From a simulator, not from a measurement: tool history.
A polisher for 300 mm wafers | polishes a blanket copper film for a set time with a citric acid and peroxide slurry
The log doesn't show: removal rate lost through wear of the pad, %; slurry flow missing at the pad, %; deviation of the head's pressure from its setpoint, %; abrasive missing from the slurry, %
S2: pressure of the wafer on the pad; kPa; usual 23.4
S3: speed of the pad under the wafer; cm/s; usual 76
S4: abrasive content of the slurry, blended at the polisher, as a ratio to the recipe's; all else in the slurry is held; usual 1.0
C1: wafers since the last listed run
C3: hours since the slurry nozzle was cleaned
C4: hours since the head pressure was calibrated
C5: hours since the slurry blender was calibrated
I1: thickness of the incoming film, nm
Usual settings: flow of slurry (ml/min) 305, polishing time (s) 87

run 1 hour=0.0 | flow_of_slurry_(ml/min)=305 S2=23.4 S3=76 S4=1.0 polishing_time_(s)=87 | C1=0 wafers_polished_on_this_pad=157 C3=273.5 C4=772.6 C5=53.0 | I1=1068.9 | film_removed_(nm)=151.4
-- hour=24.8 slurry nozzle cleaned
run 2 hour=42.6 | flow_of_slurry_(ml/min)=305 S2=23.4 S3=76 S4=1.0 polishing_time_(s)=87 | C1=250 wafers_polished_on_this_pad=408 C3=17.8 C4=815.2 C5=95.6 | I1=1031.3 | film_removed_(nm)=152.0
run 3 hour=73.2 | flow_of_slurry_(ml/min)=305 S2=23.4 S3=76 S4=1.0 polishing_time_(s)=87 | C1=184 wafers_polished_on_this_pad=593 C3=48.4 C4=845.8 C5=126.2 | I1=1040.2 | film_removed_(nm)=153.7
run 4 hour=102.1 | flow_of_slurry_(ml/min)=305 S2=23.4 S3=76 S4=1.0 polishing_time_(s)=105 | C1=174 wafers_polished_on_this_pad=767 C3=77.3 C4=874.7 C5=155.1 | I1=1046.2 | film_removed_(nm)=185.2
run 5 hour=132.3 | flow_of_slurry_(ml/min)=305 S2=23.4 S3=76 S4=1.0 polishing_time_(s)=105 | C1=182 wafers_polished_on_this_pad=949 C3=107.5 C4=904.9 C5=185.3 | I1=1047.0 | film_removed_(nm)=184.1
run 6 hour=176.4 | flow_of_slurry_(ml/min)=305 S2=23.4 S3=84 S4=1.0 polishing_time_(s)=87 | C1=265 wafers_polished_on_this_pad=1215 C3=151.6 C4=949.0 C5=229.4 | I1=1061.7 | film_removed_(nm)=165.3
run 7 hour=206.3 | flow_of_slurry_(ml/min)=305 S2=23.4 S3=76 S4=1.0 polishing_time_(s)=87 | C1=180 wafers_polished_on_this_pad=1395 C3=181.5 C4=978.9 C5=259.3 | I1=1054.9 | film_removed_(nm)=152.1
-- hour=213.2 slurry blender recalibrated
-- hour=217.7 worn pad replaced by a new one
-- hour=248.7 head pressure recalibrated
run 8 hour=249.2 | flow_of_slurry_(ml/min)=260 S2=23.4 S3=64 S4=0.9 polishing_time_(s)=87 | C1=210 wafers_polished_on_this_pad=177 C3=224.4 C4=0.5 C5=36.0 | I1=1031.8 | film_removed_(nm)=136.6
run 9 hour=297.4 | flow_of_slurry_(ml/min)=350 S2=30.3 S3=52 S4=1.0 polishing_time_(s)=95 | C1=290 wafers_polished_on_this_pad=468 C3=272.6 C4=48.7 C5=84.2 | I1=1031.9 | film_removed_(nm)=153.0
run 10 hour=341.3 | flow_of_slurry_(ml/min)=385 S2=26.9 S3=76 S4=1.0 polishing_time_(s)=61 | C1=264 wafers_polished_on_this_pad=732 C3=316.5 C4=92.6 C5=128.1 | I1=1051.4 | film_removed_(nm)=127.9
run 11 hour=366.1 | flow_of_slurry_(ml/min)=305 S2=23.4 S3=76 S4=1.0 polishing_time_(s)=95 | C1=149 wafers_polished_on_this_pad=882 C3=341.3 C4=117.4 C5=152.9 | I1=1053.7 | film_removed_(nm)=172.3
-- hour=381.3 slurry nozzle cleaned
run 12 hour=397.6 | flow_of_slurry_(ml/min)=305 S2=23.4 S3=76 S4=1.0 polishing_time_(s)=63 | C1=183 wafers_polished_on_this_pad=1066 C3=16.3 C4=148.9 C5=184.4 | I1=1043.4 | film_removed_(nm)=117.7
-- hour=448.1 worn pad replaced by a new one
run 13 hour=448.6 | flow_of_slurry_(ml/min)=305 S2=23.4 S3=96 S4=1.0 polishing_time_(s)=87 | C1=283 wafers_polished_on_this_pad=2 C3=67.3 C4=199.9 C5=235.4 | I1=1068.1 | film_removed_(nm)=204.2
-- hour=479.1 slurry blender recalibrated
run 14 hour=501.5 | flow_of_slurry_(ml/min)=350 S2=31.0 S3=100 S4=1.0 polishing_time_(s)=60 | C1=306 wafers_polished_on_this_pad=309 C3=120.2 C4=252.8 C5=22.4 | I1=1054.5 | film_removed_(nm)=181.2
run 15 hour=531.1 | flow_of_slurry_(ml/min)=305 S2=23.4 S3=76 S4=1.0 polishing_time_(s)=87 | C1=178 wafers_polished_on_this_pad=488 C3=149.8 C4=282.4 C5=52.0 | I1=1067.5 | film_removed_(nm)=157.1

5 ways to go on from here, each from the tool as it stands after run 15. What would each give?
run A hour=531.6 | flow_of_slurry_(ml/min)=305 S2=23.4 S3=88 S4=1.0 polishing_time_(s)=87 | C1=3 wafers_polished_on_this_pad=491 C3=150.3 C4=282.9 C5=52.5 | I1=1048.7 | film_removed_(nm)=?
run B hour=531.6 | flow_of_slurry_(ml/min)=210 S2=23.4 S3=76 S4=1.0 polishing_time_(s)=87 | C1=3 wafers_polished_on_this_pad=491 C3=150.3 C4=282.9 C5=52.5 | I1=1048.7 | film_removed_(nm)=?
run C hour=531.6 | flow_of_slurry_(ml/min)=305 S2=23.4 S3=96 S4=1.0 polishing_time_(s)=63 | C1=3 wafers_polished_on_this_pad=491 C3=150.3 C4=282.9 C5=52.5 | I1=1048.7 | film_removed_(nm)=?
run D hour=531.6 | flow_of_slurry_(ml/min)=220 S2=23.4 S3=88 S4=1.0 polishing_time_(s)=95 | C1=3 wafers_polished_on_this_pad=491 C3=150.3 C4=282.9 C5=52.5 | I1=1048.7 | film_removed_(nm)=?
run E hour=531.6 | flow_of_slurry_(ml/min)=305 S2=23.4 S3=62 S4=1.2 polishing_time_(s)=102 | C1=3 wafers_polished_on_this_pad=491 C3=150.3 C4=282.9 C5=52.5 | I1=1048.7 | film_removed_(nm)=?

run=A film_removed_(nm)=181.0
run=B film_removed_(nm)=149.5
run=C film_removed_(nm)=142.7
run=D film_removed_(nm)=189.6
run=E film_removed_(nm)=157.6
Without the tool's hidden state the same runs would have given:
run=A film_removed_(nm)=191.5
run=B film_removed_(nm)=158.6
run=C film_removed_(nm)=151.0
run=D film_removed_(nm)=201.1
run=E film_removed_(nm)=166.7

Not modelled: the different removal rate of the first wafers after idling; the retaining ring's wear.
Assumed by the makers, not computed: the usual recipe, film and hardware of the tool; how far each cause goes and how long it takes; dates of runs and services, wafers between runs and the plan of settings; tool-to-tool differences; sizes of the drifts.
